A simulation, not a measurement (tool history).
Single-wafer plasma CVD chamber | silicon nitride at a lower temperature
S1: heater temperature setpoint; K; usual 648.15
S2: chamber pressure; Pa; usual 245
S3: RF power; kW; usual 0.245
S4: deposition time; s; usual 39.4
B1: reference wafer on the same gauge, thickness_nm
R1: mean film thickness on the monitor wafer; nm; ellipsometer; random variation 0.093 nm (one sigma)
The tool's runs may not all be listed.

| run | hour | S1 | S2 | S3 | S4 | B1 | R1 |
|---|---|---|---|---|---|---|---|
| 1 | 0.0 | 648.15 | 245 | 0.245 | 39.4 | 48.662 | 45.282 |
| 2 | 51.4 | 648.15 | 245 | 0.245 | 39.4 | 48.633 | 45.352 |
| 3 | 151.6 | 648.15 | 245 | 0.245 | 39.4 | 48.561 | 45.513 |
| 4 | 238.1 | 648.15 | 245 | 0.245 | 42.4 | 48.527 | 48.707 |
| 5 | 285.3 | 648.15 | 245 | 0.245 | 39.4 | 48.530 | 45.409 |
| 6 | 351.5 | 648.15 | 227 | 0.245 | 39.4 | 48.527 | 44.661 |
| 7 | 433.2 | 648.15 | 227 | 0.245 | 39.4 | 48.488 | 44.673 |
| 8 | 499.9 | 648.15 | 245 | 0.255 | 39.4 | 48.439 | 46.881 |
| 9 | 539.6 | 648.15 | 245 | 0.245 | 39.4 | 48.456 | 45.221 |
|  | 583.9 | thermocouple changed; heater temperature recalibrated |
| 10 | 598.4 | 648.15 | 245 | 0.245 | 39.4 | 48.410 | 45.281 |
| 11 | 656.5 | 648.15 | 245 | 0.245 | 39.4 | 48.389 | 45.078 |
|  | 686.6 | capacitance manometer re-zeroed and calibrated |
| 12 | 744.5 | 648.15 | 245 | 0.245 | 45.5 | 48.337 | 52.174 |
| 13 | 1011.2 | 648.15 | 301 | 0.245 | 45.4 | 48.214 | 53.735 |
|  | 1055.6 | gauge calibrated |
| 14 | 1077.5 | 648.15 | 245 | 0.260 | 39.4 | 49.275 | 48.713 |
|  | 1181.7 | RF generator calibrated |
| 15 | 1182.2 | 656.15 | 245 | 0.245 | 39.4 | 49.230 | 45.836 |
| 16 | 1264.1 | 648.15 | 245 | 0.245 | 32.0 | 49.196 | 37.354 |
| 17 | 1323.4 | 648.15 | 224 | 0.245 | 39.4 | 49.156 | 45.339 |
| 18 | 1363.4 | 648.15 | 245 | 0.245 | 39.4 | 49.121 | 45.894 |
| 19 | 1466.6 | 648.15 | 245 | 0.245 | 35.8 | 49.106 | 41.784 |
|  | 1555.2 | showerhead replaced |
| 20 | 1571.6 | 648.15 | 245 | 0.245 | 37.1 | 49.049 | 43.107 |
|  | 1667.8 | capacitance manometer re-zeroed and calibrated |
| 21 | 1679.4 | 648.15 | 245 | 0.255 | 39.4 | 49.020 | 47.605 |
| 22 | 1893.0 | 648.15 | 297 | 0.270 | 42.2 | 48.915 | 55.582 |
| 23 | 1930.5 | 657.15 | 296 | 0.245 | 33.3 | 48.948 | 39.867 |
| 24 | 1989.3 | 648.15 | 208 | 0.245 | 39.4 | 48.936 | 44.366 |
| 25 | 2091.8 | 660.15 | 245 | 0.245 | 42.5 | 48.892 | 49.062 |
| 26 | 2127.9 | 659.15 | 245 | 0.270 | 37.0 | 48.853 | 46.892 |
| 27 | 2190.6 | 648.15 | 245 | 0.245 | 39.4 | 48.864 | 45.471 |
| 28 | 2282.7 | 655.15 | 245 | 0.245 | 39.4 | 48.811 | 45.493 |
| 29 | 2388.8 | 648.15 | 245 | 0.210 | 34.4 | 48.777 | 33.993 |

3 ways to go on from here, each from the tool as it stands after run 29. What would each give?
| A | 2389.2 | 661.15 | 245 | 0.245 | 39.4 | ? | ? |
| B | 2389.2 | 642.15 | 217 | 0.245 | 39.4 | ? | ? |
| C | 2389.2 | 648.15 | 188 | 0.245 | 39.4 | ? | ? |

| run | B1 | R1 |
|---|---|---|
| A | 48.768 | 45.145 |
| B | 48.768 | 44.625 |
| C | 48.768 | 43.463 |
Without the tool's hidden state the same runs would have given:
| run | R1 |
|---|---|
| A | 45.546 |
| B | 45.021 |
| C | 43.848 |

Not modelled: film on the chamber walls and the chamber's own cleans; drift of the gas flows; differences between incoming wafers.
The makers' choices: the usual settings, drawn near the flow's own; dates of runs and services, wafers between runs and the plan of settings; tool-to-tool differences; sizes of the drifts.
